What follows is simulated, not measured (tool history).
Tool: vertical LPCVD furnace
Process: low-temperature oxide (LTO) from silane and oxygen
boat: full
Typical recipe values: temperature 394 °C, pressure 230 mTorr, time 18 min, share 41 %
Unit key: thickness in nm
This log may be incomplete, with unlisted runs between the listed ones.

run   hour  temperature  pressure  time  share  wafers since the last listed run  hours since the last temperature calibration  hours since the pressure gauge was zeroed  hours since the silane flow controller was replaced  hours since the gauge calibration  read-back reference wafer on the same gauge, thickness  thickness
  1      0          394       230    18     41                                 0                                        5320.8                                     2516.1                                                 5755                             1255.4                                                  150.02     161.26
  2   19.5          385       230    18     41                               227                                        5340.3                                     2535.6                                               5774.5                             1274.9                                                  150.23     147.26
      54.1  -- thermocouples replaced and temperature profile calibrated
  3   54.6          394       230    18     41                               129                                           0.5                                     2570.7                                               5809.6                               1310                                                  149.95     162.48
      62.2  -- gauge calibrated
      86.4  -- silane flow controller replaced
  4   86.9          394       230    18     41                                97                                          32.8                                       2603                                                  0.5                               24.7                                                     150     163.06
  5  100.4          394       230    18     41                               157                                          46.3                                     2616.5                                                   14                               38.2                                                     150     163.38
  6  135.3          394       230    18     41                               407                                          81.2                                     2651.4                                                 48.9                               73.1                                                  149.99     163.71
  7  148.7          394       230    18     41                               156                                          94.6                                     2664.8                                                 62.3                               86.5                                                  150.01      162.7
  8  177.5          387       230    18     41                               336                                         123.4                                     2693.6                                                 91.1                              115.3                                                  150.19     151.68
  9  190.9          394       230    18     41                               156                                         136.8                                       2707                                                104.5                              128.7                                                     150     163.37
 10  213.5          394       230    18     41                               264                                         159.4                                     2729.6                                                127.1                              151.3                                                  150.08     164.16
 11  234.3          394       195    18     41                               243                                         180.2                                     2750.4                                                147.9                              172.1                                                  149.99     139.62
 12  255.1          394       250  21.5     41                               243                                           201                                     2771.2                                                168.7                              192.9                                                  150.13     211.94
 13    284          400       270    14     34                               337                                         229.9                                     2800.1                                                197.6                              221.8                                                  150.04     125.14
 14  315.1          394       230    18     41                               363                                           261                                     2831.2                                                228.7                              252.9                                                  150.08     165.14
 15  348.5          404       230    24     35                               390                                         294.4                                     2864.6                                                262.1                              286.3                                                     150     201.08
 16  377.3          394       280    18     35                               336                                         323.2                                     2893.4                                                290.9                              315.1                                                  150.12     161.61
 17  398.9          394       255    18     41                               252                                         344.8                                       2915                                                312.5                              336.7                                                  150.17     182.59
 18  417.1          399       230    24     44                               212                                           363                                     2933.2                                                330.7                              354.9                                                  149.87     250.32
 19  441.1          404       230    24     35                               280                                           387                                     2957.2                                                354.7                              378.9                                                  149.86     202.58
 20  472.4          387       175    18     37                               365                                         418.3                                     2988.5                                                  386                              410.2                                                  149.99     103.61
 21  493.7          394       230    18     41                               248                                         439.6                                     3009.8                                                407.3                              431.5                                                   149.9     165.92
 22  527.8          394       230    18     45                               398                                         473.7                                     3043.9                                                441.4                              465.6                                                  149.87      182.5
     556.6  -- pressure gauge zeroed
 23  557.1          400       205  24.5     45                                61                                           503                                        0.5                                                470.7                              494.9                                                  150.01     224.52
 24  566.2          394       230    11     41                               106                                         512.1                                        9.6                                                479.8                                504                                                  149.96      96.36
 25  589.5          394       250    18     41                               272                                         535.4                                       32.9                                                503.1                              527.3                                                  150.05     170.87
 26  621.4          390       230    18     41                               372                                         567.3                                       64.8                                                  535                              559.2                                                  149.77     149.97
 27  633.8          394       175    18     33                               144                                         579.7                                       77.2                                                547.4                              571.6                                                  150.09      90.03
 28  657.2          398       230  24.5     41                               273                                         603.1                                      100.6                                                570.8                                595                                                  149.96     222.47
 29  686.5          387       195    15     38                               342                                         632.4                                      129.9                                                600.1                              624.3                                                  149.88      92.61
 30  720.5          384       230    18     41                               397                                         666.4                                      163.9                                                634.1                              658.3                                                  150.02     139.71
 31  739.9          394       230    18     41                               226                                         685.8                                      183.3                                                653.5                              677.7                                                  149.82     155.98
 32  763.1          400       280  23.5     33                               271                                           709                                      206.5                                                676.7                              700.9                                                  149.84     202.35

Results for each run, recomputed without the tool's hidden state and with each run's random variation untouched:
Unlogged tool condition in this case: true tube temperature minus thermocouple reading, K; true pressure minus gauge reading, mTorr; deviation of the silane flow from its setpoint, %; gauge reads high (%).
run  thickness
  1     155.81
  2     142.21
  3     156.74
  4     157.15
  5     157.39
  6     157.54
  7     156.51
  8     145.77
  9     156.94
 10     157.59
 11     132.97
 12     203.87
 13     120.62
 14     158.02
 15      192.2
 16     155.57
 17     175.01
 18     238.72
 19     193.03
 20      97.15
 21     157.81
 22     173.38
 23     225.35
 24      96.68
 25     171.39
 26     150.46
 27      90.41
 28     223.19
 29      92.96
 30     140.15
 31     156.46
 32     202.85
